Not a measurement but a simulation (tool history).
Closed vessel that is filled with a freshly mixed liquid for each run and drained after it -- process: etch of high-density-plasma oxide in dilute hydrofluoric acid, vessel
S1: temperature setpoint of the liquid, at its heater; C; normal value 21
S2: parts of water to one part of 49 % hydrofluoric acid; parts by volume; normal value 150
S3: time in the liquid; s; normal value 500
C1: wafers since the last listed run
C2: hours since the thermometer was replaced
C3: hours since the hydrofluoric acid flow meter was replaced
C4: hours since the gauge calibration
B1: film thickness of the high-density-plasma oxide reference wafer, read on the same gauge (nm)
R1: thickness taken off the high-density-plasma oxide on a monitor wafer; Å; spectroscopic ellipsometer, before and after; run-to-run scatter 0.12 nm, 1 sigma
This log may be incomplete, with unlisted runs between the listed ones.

run    hour    S1   S2   S3     C1      C2     C3      C4     B1     R1
  1       0    23  150  560      0   122.1  451.2  1048.7  81.69    169
  2    64.8    23  150  560   6763   186.9    516  1113.5  81.84  169.5
  3   270.3    21  195  500  21447   392.4  721.5    1319  82.32  103.9
      336.1  -- hydrofluoric acid flow meter replaced
  4   359.1    21  195  500   9163   481.2     23  1407.8  82.57  102.1
  5   441.7    21  195  725   8620   563.8  105.6  1490.4  82.81  147.6
  6   495.4    21  195  725   5604   617.5  159.3  1544.1  82.96  151.8
  7   594.9    21  195  725  10384     717  258.8  1643.6  83.27  151.8
  8   645.3    21  150  500   5260   767.4  309.2    1694  83.42  145.1
  9   691.4    21  150  500   4811   813.5  355.3  1740.1   83.6  142.4
      916.1  -- gauge calibrated
 10  1009.9    21  150  500  33241    1132  673.8    93.8  80.71  137.3
 11  1086.8    21  150  355   8026  1208.9  750.7   170.7  80.72   96.3
 12  1164.8    21  150  355   8140  1286.9  828.7   248.7  80.78     97
     1243.3  -- hydrofluoric acid flow meter replaced
 13    1248    21  150  500   8579  1370.1    4.7   331.9  80.79  138.7
 14  1325.5  24.5  150  560   8088  1447.6   82.2   409.4  80.85  175.5
 15  1409.1    21  150  340   8725  1531.2  165.8     493  80.93   93.9
 16  1513.1  19.5  205  500  10854  1635.2  269.8     597  81.05   88.2
 17  1598.6    21  195  725   8923  1720.7  355.3   682.5  81.15  149.1
 18  1705.2    21  150  500  11125  1827.3  461.9   789.1  81.33  138.2
 19  1751.3  17.5  150  500   4811  1873.4    508   835.2  81.38    120
 20    1823    25  175  500   7483  1945.1  579.7   906.9   81.5  135.7
     1874.5  -- thermometer replaced
 21  1907.2  24.5  185  625   8683    32.7  663.9   991.1  81.65  156.9
 22  1986.2    21  190  500   8245   111.7  742.9  1070.1  81.79  106.7
 23  2029.1  22.5  150  575   4477   154.6  785.8    1113  81.92  169.9
 24  2066.5    21  215  260   3903     192  823.2  1150.4     82   47.1
     2112.6  -- hydrofluoric acid flow meter replaced
 25  2170.3    21  150  500  10729   295.8   57.7  1254.2  82.24  138.1
 26  2261.5    23  210  605   9518     387  148.9  1345.4  82.49  123.8
 27  2364.3    17  150  690  10729   489.8  251.7  1448.2  82.77  167.5
 28    2422    21   95  500   6022   547.5  309.4  1505.9  82.93  237.8
 29  2519.9  19.5  180  800  10217   645.4  407.3  1603.8  83.23    172
 30  2577.2    21  120  500   5980   702.7  464.6  1661.1  83.42  182.1
 31  2681.4    21  150  500  10875   806.9  568.8  1765.3  83.76  143.8
 32  2784.7    21  150  500  10781   910.2  672.1  1868.6  84.12  142.8

Below are 3 alternative next runs, each starting from the tool's condition after run 32. Predict each:
  A  2785.5    21  150  500  83  911  672.9  1869.4   ?   ?
  B  2785.5    21  110  500  83  911  672.9  1869.4   ?   ?
  C  2785.5  19.5  120  500  83  911  672.9  1869.4   ?   ?

run     B1     R1
  A  84.14  144.5
  B  84.14  205.9
  C  84.14  175.7
What these runs would have given with no unlogged condition in the tool:
run     R1
  A  137.4
  B  195.8
  C    167
